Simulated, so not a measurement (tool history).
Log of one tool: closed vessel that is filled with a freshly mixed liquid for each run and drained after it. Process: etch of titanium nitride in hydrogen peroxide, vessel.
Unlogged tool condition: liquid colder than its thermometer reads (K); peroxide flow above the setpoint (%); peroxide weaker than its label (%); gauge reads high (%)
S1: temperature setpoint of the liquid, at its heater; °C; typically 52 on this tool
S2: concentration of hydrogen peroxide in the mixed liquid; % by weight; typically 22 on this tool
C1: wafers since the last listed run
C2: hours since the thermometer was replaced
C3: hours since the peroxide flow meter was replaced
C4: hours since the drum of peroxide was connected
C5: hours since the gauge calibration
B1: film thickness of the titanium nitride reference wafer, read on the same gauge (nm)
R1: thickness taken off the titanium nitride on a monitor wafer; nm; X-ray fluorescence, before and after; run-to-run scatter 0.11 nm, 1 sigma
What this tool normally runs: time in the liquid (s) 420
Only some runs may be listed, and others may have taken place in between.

run 1 hour=0 | S1=52 S2=23.5 time_in_the_liquid_(s)=505 | C1=0 C2=920.5 C3=992.9 C4=1038.8 C5=702 | B1=39.98 | R1=23.4
run 2 hour=28.7 | S1=52 S2=23.5 time_in_the_liquid_(s)=505 | C1=2638 C2=949.2 C3=1021.6 C4=1067.5 C5=730.7 | B1=39.99 | R1=23.5
run 3 hour=64 | S1=52 S2=23.5 time_in_the_liquid_(s)=505 | C1=3245 C2=984.5 C3=1056.9 C4=1102.8 C5=766 | B1=39.97 | R1=23.33
run 4 hour=82.7 | S1=45 S2=22 time_in_the_liquid_(s)=420 | C1=1719 C2=1003.2 C3=1075.6 C4=1121.5 C5=784.7 | B1=40.04 | R1=11.44
run 5 hour=117 | S1=45 S2=22 time_in_the_liquid_(s)=420 | C1=3153 C2=1037.5 C3=1109.9 C4=1155.8 C5=819 | B1=40.04 | R1=11.48
run 6 hour=130.1 | S1=52 S2=22 time_in_the_liquid_(s)=420 | C1=1204 C2=1050.6 C3=1123 C4=1168.9 C5=832.1 | B1=40.03 | R1=19.22
run 7 hour=155.8 | S1=52 S2=22 time_in_the_liquid_(s)=420 | C1=2362 C2=1076.3 C3=1148.7 C4=1194.6 C5=857.8 | B1=40.01 | R1=18.96
-- hour=179.2 gauge calibrated
run 8 hour=190.7 | S1=52 S2=22 time_in_the_liquid_(s)=420 | C1=3208 C2=1111.2 C3=1183.6 C4=1229.5 C5=11.5 | B1=39.99 | R1=18.99
run 9 hour=224.8 | S1=52 S2=22 time_in_the_liquid_(s)=420 | C1=3135 C2=1145.3 C3=1217.7 C4=1263.6 C5=45.6 | B1=40 | R1=18.78
-- hour=230.9 peroxide flow meter replaced
run 10 hour=257.2 | S1=52 S2=22 time_in_the_liquid_(s)=420 | C1=2887 C2=1177.7 C3=26.3 C4=1296 C5=78 | B1=39.98 | R1=18.79
run 11 hour=271.2 | S1=52 S2=22 time_in_the_liquid_(s)=420 | C1=1287 C2=1191.7 C3=40.3 C4=1310 C5=92 | B1=40.01 | R1=19.08
run 12 hour=285.6 | S1=52 S2=18 time_in_the_liquid_(s)=420 | C1=1323 C2=1206.1 C3=54.7 C4=1324.4 C5=106.4 | B1=40.01 | R1=18.02
-- hour=314 thermometer replaced
run 13 hour=321.5 | S1=52 S2=22 time_in_the_liquid_(s)=185 | C1=3208 C2=7.5 C3=90.6 C4=1360.3 C5=142.3 | B1=39.97 | R1=9.01
run 14 hour=343.1 | S1=52 S2=22 time_in_the_liquid_(s)=420 | C1=1985 C2=29.1 C3=112.2 C4=1381.9 C5=163.9 | B1=40.03 | R1=20.52
run 15 hour=365.2 | S1=52 S2=22 time_in_the_liquid_(s)=420 | C1=2031 C2=51.2 C3=134.3 C4=1404 C5=186 | B1=40 | R1=20.13
run 16 hour=392.4 | S1=48.5 S2=22 time_in_the_liquid_(s)=640 | C1=2500 C2=78.4 C3=161.5 C4=1431.2 C5=213.2 | B1=40.01 | R1=23.9
run 17 hour=428.2 | S1=45 S2=22 time_in_the_liquid_(s)=420 | C1=3291 C2=114.2 C3=197.3 C4=1467 C5=249 | B1=40.01 | R1=12.08
-- hour=434.4 new drum of peroxide connected
run 18 hour=459.4 | S1=52 S2=25 time_in_the_liquid_(s)=545 | C1=2776 C2=145.4 C3=228.5 C4=25 C5=280.2 | B1=40.01 | R1=26.75
run 19 hour=495.3 | S1=52 S2=22 time_in_the_liquid_(s)=420 | C1=3300 C2=181.3 C3=264.4 C4=60.9 C5=316.1 | B1=39.97 | R1=20.23
run 20 hour=512.8 | S1=52 S2=19.5 time_in_the_liquid_(s)=275 | C1=1609 C2=198.8 C3=281.9 C4=78.4 C5=333.6 | B1=40.01 | R1=12.8
run 21 hour=545.2 | S1=54.5 S2=19 time_in_the_liquid_(s)=205 | C1=2978 C2=231.2 C3=314.3 C4=110.8 C5=366 | B1=39.97 | R1=11.3
run 22 hour=564.8 | S1=58 S2=20.5 time_in_the_liquid_(s)=210 | C1=1802 C2=250.8 C3=333.9 C4=130.4 C5=385.6 | B1=39.98 | R1=14.97
run 23 hour=583.8 | S1=52 S2=22 time_in_the_liquid_(s)=420 | C1=1746 C2=269.8 C3=352.9 C4=149.4 C5=404.6 | B1=40 | R1=19.91
run 24 hour=619.1 | S1=52 S2=25 time_in_the_liquid_(s)=420 | C1=3245 C2=305.1 C3=388.2 C4=184.7 C5=439.9 | B1=39.98 | R1=20.56
run 25 hour=643.3 | S1=59.5 S2=28 time_in_the_liquid_(s)=335 | C1=2225 C2=329.3 C3=412.4 C4=208.9 C5=464.1 | B1=39.99 | R1=28.44
run 26 hour=672.6 | S1=52 S2=27 time_in_the_liquid_(s)=420 | C1=2693 C2=358.6 C3=441.7 C4=238.2 C5=493.4 | B1=40 | R1=20.85
run 27 hour=703.5 | S1=49.5 S2=22 time_in_the_liquid_(s)=420 | C1=2841 C2=389.5 C3=472.6 C4=269.1 C5=524.3 | B1=39.97 | R1=16.46
run 28 hour=720.4 | S1=52 S2=24.5 time_in_the_liquid_(s)=540 | C1=1553 C2=406.4 C3=489.5 C4=286 C5=541.2 | B1=39.97 | R1=26.14

Branching from run 28: 5 alternative next runs. What would each branch give?
run A hour=721.2 | S1=52 S2=22 time_in_the_liquid_(s)=335 | C1=73 C2=407.2 C3=490.3 C4=286.8 C5=542 | B1=? | R1=?
run B hour=721.2 | S1=55 S2=26.5 time_in_the_liquid_(s)=610 | C1=73 C2=407.2 C3=490.3 C4=286.8 C5=542 | B1=? | R1=?
run C hour=721.2 | S1=52 S2=19 time_in_the_liquid_(s)=420 | C1=73 C2=407.2 C3=490.3 C4=286.8 C5=542 | B1=? | R1=?
run D hour=721.2 | S1=47 S2=17.5 time_in_the_liquid_(s)=650 | C1=73 C2=407.2 C3=490.3 C4=286.8 C5=542 | B1=? | R1=?
run E hour=721.2 | S1=52 S2=22 time_in_the_liquid_(s)=210 | C1=73 C2=407.2 C3=490.3 C4=286.8 C5=542 | B1=? | R1=?

run=A B1=40.02 R1=15.84
run=B B1=40.02 R1=37.14
run=C B1=40.02 R1=19.24
run=D B1=40.02 R1=20.34
run=E B1=40.02 R1=9.93
What these runs would have given with no unlogged condition in the tool:
run=A R1=16.46
run=B R1=38.58
run=C R1=19.99
run=D R1=21.17
run=E R1=10.32

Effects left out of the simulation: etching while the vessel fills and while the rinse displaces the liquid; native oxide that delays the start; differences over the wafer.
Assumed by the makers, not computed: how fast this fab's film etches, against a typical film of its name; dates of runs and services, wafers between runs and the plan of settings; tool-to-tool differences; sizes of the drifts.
